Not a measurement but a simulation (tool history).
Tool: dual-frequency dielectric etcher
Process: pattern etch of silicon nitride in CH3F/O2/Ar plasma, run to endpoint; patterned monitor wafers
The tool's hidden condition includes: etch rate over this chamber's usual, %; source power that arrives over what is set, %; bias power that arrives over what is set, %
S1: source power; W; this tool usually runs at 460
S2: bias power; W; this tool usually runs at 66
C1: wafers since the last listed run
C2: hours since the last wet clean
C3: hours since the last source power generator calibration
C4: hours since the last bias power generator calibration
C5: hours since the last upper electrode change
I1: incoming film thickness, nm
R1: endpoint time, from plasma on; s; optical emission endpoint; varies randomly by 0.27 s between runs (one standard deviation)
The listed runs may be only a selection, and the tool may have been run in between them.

run	hour	S1	S2	C1	C2	C3	C4	C5	I1	R1
1	0	460	66	0	248.5	1547.1	4122.9	3521.4	33.4	47.6
2	66.3	460	66	987	314.8	1613.4	4189.2	3587.7	32.73	47
3	129.5	380	66	940	378	1676.6	4252.4	3650.9	33.35	50
# hour 143.1: bias power generator calibrated
4	161.2	380	66	412	409.7	1708.3	18.1	3682.6	33.23	49.9
# hour 214.1: upper electrode replaced
# hour 214.7: wet clean of the chamber
5	230.6	380	66	667	15.9	1777.7	87.5	16.5	33.29	52.3
6	260.1	420	66	439	45.4	1807.2	117	46	33.29	50.8
7	327.8	420	66	1007	113.1	1874.9	184.7	113.7	33.25	50.3
8	387.8	420	66	893	173.1	1934.9	244.7	173.7	33.5	50.3
9	417.4	460	66	440	202.7	1964.5	274.3	203.3	33.3	48.2
10	443.4	460	66	387	228.7	1990.5	300.3	229.3	33.1	47.7
11	484	410	77	604	269.3	2031.1	340.9	269.9	33.69	46.8
12	522.8	360	51	577	308.1	2069.9	379.7	308.7	33.25	58.3
13	574.6	510	71	771	359.9	2121.7	431.5	360.5	33.16	44.1
14	645.7	540	80	1058	431	2192.8	502.6	431.6	33.17	40.5
15	715.1	420	77	1033	500.4	2262.2	572	501	33.06	44.3
# hour 726.2: source power generator calibrated
# hour 761.8: wet clean of the chamber
16	762.3	420	66	285	0.5	36.1	619.2	548.2	33.31	49.9
17	773.8	570	74	171	12	47.6	630.7	559.7	33.26	42.9
18	811	560	75	553	49.2	84.8	667.9	596.9	33.25	42.6
19	857.9	460	79	698	96.1	131.7	714.8	643.8	33.18	44.5
20	896.7	380	81	577	134.9	170.5	753.6	682.6	33.14	46.8
21	948.9	460	60	777	187.1	222.7	805.8	734.8	33.46	50.5
22	1013.3	460	66	958	251.5	287.1	870.2	799.2	33.47	47.9
23	1068.5	460	66	821	306.7	342.3	925.4	854.4	33.03	47
24	1093	460	66	364	331.2	366.8	949.9	878.9	33	46.6
25	1153.5	460	77	900	391.7	427.3	1010.4	939.4	33.35	44.2
26	1196.6	460	54	641	434.8	470.4	1053.5	982.5	32.9	50.8
# hour 1226.2: wet clean of the chamber
27	1253.1	460	66	483	26.9	526.9	1110	1039	33.06	48.6
28	1324.3	460	61	1060	98.1	598.1	1181.2	1110.2	33.49	50.1
29	1366.2	460	55	623	140	640	1223.1	1152.1	33.35	52.3
30	1436.2	460	66	1042	210	710	1293.1	1222.1	33.41	47.6
31	1495.2	490	72	878	269	769	1352.1	1281.1	32.94	43.9
32	1562.5	490	76	1002	336.3	836.3	1419.4	1348.4	33.4	43.4
33	1590.7	520	80	419	364.5	864.5	1447.6	1376.6	33.27	40.7
34	1643.4	460	81	784	417.2	917.2	1500.3	1429.3	33.45	42.7

Forecast each of these 5 alternatives for the next run:
A	1643.8	460	66	5	417.6	917.6	1500.7	1429.7	33.78	?
B	1643.8	370	79	5	417.6	917.6	1500.7	1429.7	33.78	?
C	1643.8	500	66	5	417.6	917.6	1500.7	1429.7	33.78	?
D	1643.8	390	77	5	417.6	917.6	1500.7	1429.7	33.78	?
E	1643.8	520	50	5	417.6	917.6	1500.7	1429.7	33.78	?

run	R1
A	47.7
B	46.8
C	46.4
D	46.7
E	52.3
What these runs would have given with no unlogged condition in the tool:
run	R1
A	49.8
B	48.9
C	48.4
D	48.7
E	54.7
